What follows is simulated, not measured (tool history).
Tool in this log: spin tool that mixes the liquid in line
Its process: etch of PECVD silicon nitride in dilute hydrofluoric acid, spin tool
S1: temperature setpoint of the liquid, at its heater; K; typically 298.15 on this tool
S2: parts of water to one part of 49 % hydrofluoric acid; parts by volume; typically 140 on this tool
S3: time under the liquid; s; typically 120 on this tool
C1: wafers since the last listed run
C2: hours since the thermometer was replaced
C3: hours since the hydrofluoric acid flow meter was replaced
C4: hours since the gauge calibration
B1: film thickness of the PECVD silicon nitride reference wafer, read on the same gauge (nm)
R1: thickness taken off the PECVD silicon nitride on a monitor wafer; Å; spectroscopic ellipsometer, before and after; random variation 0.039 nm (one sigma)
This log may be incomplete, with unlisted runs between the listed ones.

run   hour      S1   S2   S3    C1      C2      C3     C4      B1    R1
  1      0  298.15  140  120     0  1575.8  1795.4  258.3   98.71  54.9
  2   17.9  298.15  140  120   206  1593.7  1813.3  276.2   98.65  54.9
  3   37.2  294.15  180  120   222    1613  1832.6  295.5   98.57  33.3
  4   64.2  294.15  180  120   311    1640  1859.6  322.5   98.46  33.6
  5   98.8  294.15  180  120   399  1674.6  1894.2  357.1   98.33  33.1
  6  123.8  298.15  140  150   288  1699.6  1919.2  382.1   98.21  68.9
  7  145.6  298.15  155   70   251  1721.4    1941  403.9   98.13  28.8
  8    160  295.15  170  120   166  1735.8  1955.4  418.3   98.11  37.5
  9  184.2  295.65  140   95   279    1760  1979.6  442.5      98  36.4
 10  214.2  295.65  140   95   346    1790  2009.6  472.5   97.88  37.1
 11  232.5  294.65  140  150   211  1808.3  2027.9  490.8   97.79  54.3
 12  248.6  298.15  155  120   185  1824.4    2044  506.9   97.75  49.5
     269.9  -- hydrofluoric acid flow meter replaced
 13  284.3  298.15  155  120   400  1860.1    14.4  542.6    97.6  49.3
 14  297.4  298.15  110   75   151  1873.2    27.5  555.7   97.51  43.7
       310  -- gauge calibrated
 15  333.4  298.15  170  120   415  1909.2    63.5   23.4  100.05    46
 16  354.8  298.15  140  120   246  1930.6    84.9   44.8   99.95    56
 17  388.7  293.15  180  190   391  1964.5   118.8   78.7   99.85    50
 18  408.4  295.15  105  170   227  1984.2   138.5   98.4   99.75    86
 19  429.8  298.15  210   75   246  2005.6   159.9  119.8   99.69  23.3
 20  462.4  301.15  140  155   376  2038.2   192.5  152.4   99.55  86.4
 21  475.2  301.15  210  155   147    2051   205.3  165.2    99.5  57.3
 22  493.4  298.15  210   75   209  2069.2   223.5  183.4   99.39  23.2
 23  527.9  298.15  140  120   398  2103.7     258  217.9   99.27  56.1
 24  554.2  298.15  140  160   303    2130   284.3  244.2   99.13  73.4
     560.7  -- thermometer replaced
 25  660.9  298.15  140  120  1219   100.2     391  350.9   98.73  54.8
 26  684.9  298.15  140  120   276   124.2     415  374.9   98.63  54.8
 27  697.9  298.15  140  120   149   137.2     428  387.9   98.61  55.7
 28  729.1  296.15  205  155   359   168.4   459.2  419.1   98.47  42.7
 29  762.9  298.15  140  120   389   202.2     493  452.9   98.31    55
 30  777.7  295.15  115   95   170     217   507.8  467.7   98.27  43.6
 31  802.2  293.15  180  190   282   241.5   532.3  492.2   98.16  49.3
 32  824.3  302.15  205  160   254   263.6   554.4  514.3   98.11  64.4

Across each entry between runs, compare the hidden state at the last listed run before it with the hidden state at the first listed run after it:
After run 12, before run 13: hydrofluoric acid flow meter replaced (hour 269.9)
  gauge reads high (%): -2.28 -> -2.42
  measured value less the no-hidden-state value, R1: -1.2 -> -1.2 Å
After run 14, before run 15: gauge calibrated (hour 310)
  gauge reads high (%): -2.47 -> 0.0485
  measured value less the no-hidden-state value, R1: -1.1 -> +0 Å
After run 24, before run 25: thermometer replaced (hour 560.7)
  gauge reads high (%): -0.835 -> -1.26
  measured value less the no-hidden-state value, R1: -0.6 -> -0.7 Å

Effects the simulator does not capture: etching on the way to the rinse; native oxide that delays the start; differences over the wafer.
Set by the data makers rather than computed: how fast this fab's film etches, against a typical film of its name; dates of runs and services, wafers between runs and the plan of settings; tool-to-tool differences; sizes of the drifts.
